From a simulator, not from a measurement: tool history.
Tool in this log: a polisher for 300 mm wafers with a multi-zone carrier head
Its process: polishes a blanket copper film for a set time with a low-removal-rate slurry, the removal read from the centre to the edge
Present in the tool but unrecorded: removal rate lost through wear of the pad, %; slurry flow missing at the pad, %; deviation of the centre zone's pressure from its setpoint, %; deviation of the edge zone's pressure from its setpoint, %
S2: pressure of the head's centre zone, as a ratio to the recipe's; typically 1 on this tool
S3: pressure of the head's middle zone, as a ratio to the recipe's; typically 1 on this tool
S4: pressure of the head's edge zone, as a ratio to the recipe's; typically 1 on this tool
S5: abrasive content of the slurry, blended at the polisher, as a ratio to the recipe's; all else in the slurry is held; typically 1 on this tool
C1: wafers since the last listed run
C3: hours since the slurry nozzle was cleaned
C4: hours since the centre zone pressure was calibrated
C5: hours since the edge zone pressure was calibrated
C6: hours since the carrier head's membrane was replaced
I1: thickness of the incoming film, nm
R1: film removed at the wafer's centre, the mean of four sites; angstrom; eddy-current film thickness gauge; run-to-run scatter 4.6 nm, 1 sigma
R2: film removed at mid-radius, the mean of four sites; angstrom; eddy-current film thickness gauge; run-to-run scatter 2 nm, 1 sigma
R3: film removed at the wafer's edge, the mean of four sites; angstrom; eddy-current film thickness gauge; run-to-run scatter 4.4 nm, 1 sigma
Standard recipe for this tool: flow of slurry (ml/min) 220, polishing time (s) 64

{"run": 1, "day": 0.0, "flow of slurry (ml/min)": 220, "S2": 1, "S3": 1.1, "S4": 1.09, "S5": 1, "polishing time (s)": 82, "C1": 0, "wafers polished on this pad": 848, "C3": 109.8, "C4": 1068.1, "C5": 1146.1, "C6": 1064.9, "I1": 1055.4, "R1": 4375, "R2": 4539, "R3": 4284}
{"run": 2, "day": 1.321, "flow of slurry (ml/min)": 220, "S2": 1, "S3": 1.08, "S4": 1, "S5": 1, "polishing time (s)": 64, "C1": 252, "wafers polished on this pad": 1100, "C3": 141.5, "C4": 1099.8, "C5": 1177.8, "C6": 1096.6, "I1": 1057.6, "R1": 3627, "R2": 3501, "R3": 3177}
{"day": 2.121, "done": "carrier head's membrane replaced by a new one"}
{"run": 3, "day": 2.342, "flow of slurry (ml/min)": 220, "S2": 1, "S3": 1, "S4": 1, "S5": 0.85, "polishing time (s)": 64, "C1": 155, "wafers polished on this pad": 1256, "C3": 166, "C4": 1124.3, "C5": 1202.3, "C6": 5.3, "I1": 1060.7, "R1": 3427, "R2": 3166, "R3": 3037}
{"day": 2.712, "done": "centre zone pressure recalibrated"}
{"run": 4, "day": 3.712, "flow of slurry (ml/min)": 220, "S2": 1.07, "S3": 1, "S4": 1, "S5": 1.2, "polishing time (s)": 64, "C1": 246, "wafers polished on this pad": 1502, "C3": 198.9, "C4": 24, "C5": 1235.2, "C6": 38.2, "I1": 1071.6, "R1": 3534, "R2": 3376, "R3": 3274}
{"run": 5, "day": 4.433, "flow of slurry (ml/min)": 255, "S2": 1, "S3": 1, "S4": 1.04, "S5": 1.2, "polishing time (s)": 64, "C1": 137, "wafers polished on this pad": 1640, "C3": 216.2, "C4": 41.3, "C5": 1252.5, "C6": 55.5, "I1": 1039.7, "R1": 3374, "R2": 3366, "R3": 3378}
{"run": 6, "day": 5.712, "flow of slurry (ml/min)": 220, "S2": 1, "S3": 1, "S4": 1, "S5": 1.1, "polishing time (s)": 64, "C1": 244, "wafers polished on this pad": 1885, "C3": 246.9, "C4": 72, "C5": 1283.2, "C6": 86.2, "I1": 1075.3, "R1": 3165, "R2": 3333, "R3": 3160}
{"day": 6.838, "done": "worn pad replaced by a new one"}
{"run": 7, "day": 7.208, "flow of slurry (ml/min)": 160, "S2": 0.96, "S3": 1, "S4": 0.97, "S5": 1, "polishing time (s)": 72, "C1": 254, "wafers polished on this pad": 71, "C3": 282.8, "C4": 107.9, "C5": 1319.1, "C6": 122.1, "I1": 1050, "R1": 3258, "R2": 3454, "R3": 3275}
{"run": 8, "day": 8.421, "flow of slurry (ml/min)": 220, "S2": 1.07, "S3": 1, "S4": 1, "S5": 1.2, "polishing time (s)": 64, "C1": 231, "wafers polished on this pad": 303, "C3": 311.9, "C4": 137, "C5": 1348.2, "C6": 151.2, "I1": 1040.3, "R1": 3493, "R2": 3347, "R3": 3255}
{"day": 9.308, "done": "edge zone pressure recalibrated"}
{"run": 9, "day": 9.5, "flow of slurry (ml/min)": 220, "S2": 1, "S3": 1, "S4": 1, "S5": 1, "polishing time (s)": 64, "C1": 190, "wafers polished on this pad": 493, "C3": 337.8, "C4": 162.9, "C5": 4.6, "C6": 177.1, "I1": 1043, "R1": 3203, "R2": 3299, "R3": 3102}
{"run": 10, "day": 10.921, "flow of slurry (ml/min)": 220, "S2": 0.91, "S3": 0.93, "S4": 0.96, "S5": 1, "polishing time (s)": 64, "C1": 271, "wafers polished on this pad": 765, "C3": 371.9, "C4": 197, "C5": 38.7, "C6": 211.2, "I1": 1064.5, "R1": 2898, "R2": 3057, "R3": 3135}
{"run": 11, "day": 11.604, "flow of slurry (ml/min)": 160, "S2": 0.95, "S3": 1, "S4": 1, "S5": 1, "polishing time (s)": 64, "C1": 130, "wafers polished on this pad": 896, "C3": 388.3, "C4": 213.4, "C5": 55.1, "C6": 227.6, "I1": 1048.4, "R1": 2856, "R2": 3113, "R3": 3140}
{"run": 12, "day": 12.217, "flow of slurry (ml/min)": 220, "S2": 1, "S3": 1, "S4": 1, "S5": 1, "polishing time (s)": 64, "C1": 117, "wafers polished on this pad": 1013, "C3": 403, "C4": 228.1, "C5": 69.8, "C6": 242.3, "I1": 1061.4, "R1": 3206, "R2": 3288, "R3": 3150}
{"run": 13, "day": 13.592, "flow of slurry (ml/min)": 285, "S2": 1, "S3": 1, "S4": 1, "S5": 1, "polishing time (s)": 56, "C1": 263, "wafers polished on this pad": 1276, "C3": 436, "C4": 261.1, "C5": 102.8, "C6": 275.3, "I1": 1055.4, "R1": 2838, "R2": 2920, "R3": 2796}
{"run": 14, "day": 14.396, "flow of slurry (ml/min)": 220, "S2": 1.09, "S3": 1, "S4": 1, "S5": 1.1, "polishing time (s)": 64, "C1": 153, "wafers polished on this pad": 1430, "C3": 455.3, "C4": 280.4, "C5": 122.1, "C6": 294.6, "I1": 1044, "R1": 3562, "R2": 3284, "R3": 3202}
{"day": 15.912, "done": "worn pad replaced by a new one"}
{"run": 15, "day": 15.933, "flow of slurry (ml/min)": 220, "S2": 0.92, "S3": 1, "S4": 1, "S5": 1, "polishing time (s)": 64, "C1": 262, "wafers polished on this pad": 4, "C3": 492.2, "C4": 317.3, "C5": 159, "C6": 331.5, "I1": 1058.2, "R1": 2922, "R2": 3255, "R3": 3152}
{"run": 16, "day": 16.312, "flow of slurry (ml/min)": 220, "S2": 1, "S3": 1, "S4": 1, "S5": 1, "polishing time (s)": 64, "C1": 72, "wafers polished on this pad": 76, "C3": 501.3, "C4": 326.4, "C5": 168.1, "C6": 340.6, "I1": 1069.1, "R1": 3203, "R2": 3264, "R3": 3110}
{"run": 17, "day": 17.812, "flow of slurry (ml/min)": 220, "S2": 1, "S3": 1, "S4": 1, "S5": 1, "polishing time (s)": 64, "C1": 287, "wafers polished on this pad": 363, "C3": 537.3, "C4": 362.4, "C5": 204.1, "C6": 376.6, "I1": 1059, "R1": 3129, "R2": 3227, "R3": 3148}
{"day": 18.767, "done": "slurry nozzle cleaned"}
{"run": 18, "day": 18.9, "flow of slurry (ml/min)": 220, "S2": 1, "S3": 1, "S4": 1, "S5": 1, "polishing time (s)": 82, "C1": 200, "wafers polished on this pad": 563, "C3": 3.2, "C4": 388.5, "C5": 230.2, "C6": 402.7, "I1": 1052, "R1": 4116, "R2": 4134, "R3": 4095}
{"run": 19, "day": 21.046, "flow of slurry (ml/min)": 220, "S2": 1, "S3": 1, "S4": 1, "S5": 1.25, "polishing time (s)": 64, "C1": 410, "wafers polished on this pad": 974, "C3": 54.7, "C4": 440, "C5": 281.7, "C6": 454.2, "I1": 1063.6, "R1": 3313, "R2": 3363, "R3": 3289}

Expected results for the next run?
{"run": 20, "day": 22.2, "flow of slurry (ml/min)": 220, "S2": 1, "S3": 1, "S4": 1, "S5": 1, "polishing time (s)": 57, "C1": 220, "wafers polished on this pad": 1195, "C3": 82.4, "C4": 467.7, "C5": 309.4, "C6": 481.9, "I1": 1060.3, "R1": "?", "R2": "?", "R3": "?"}

R1: 2863 angstrom
R2: 2874 angstrom
R3: 2732 angstrom
With no hidden state in the tool, this same run would have given R1 2831 angstrom, R2 2874 angstrom, R3 2732 angstrom.
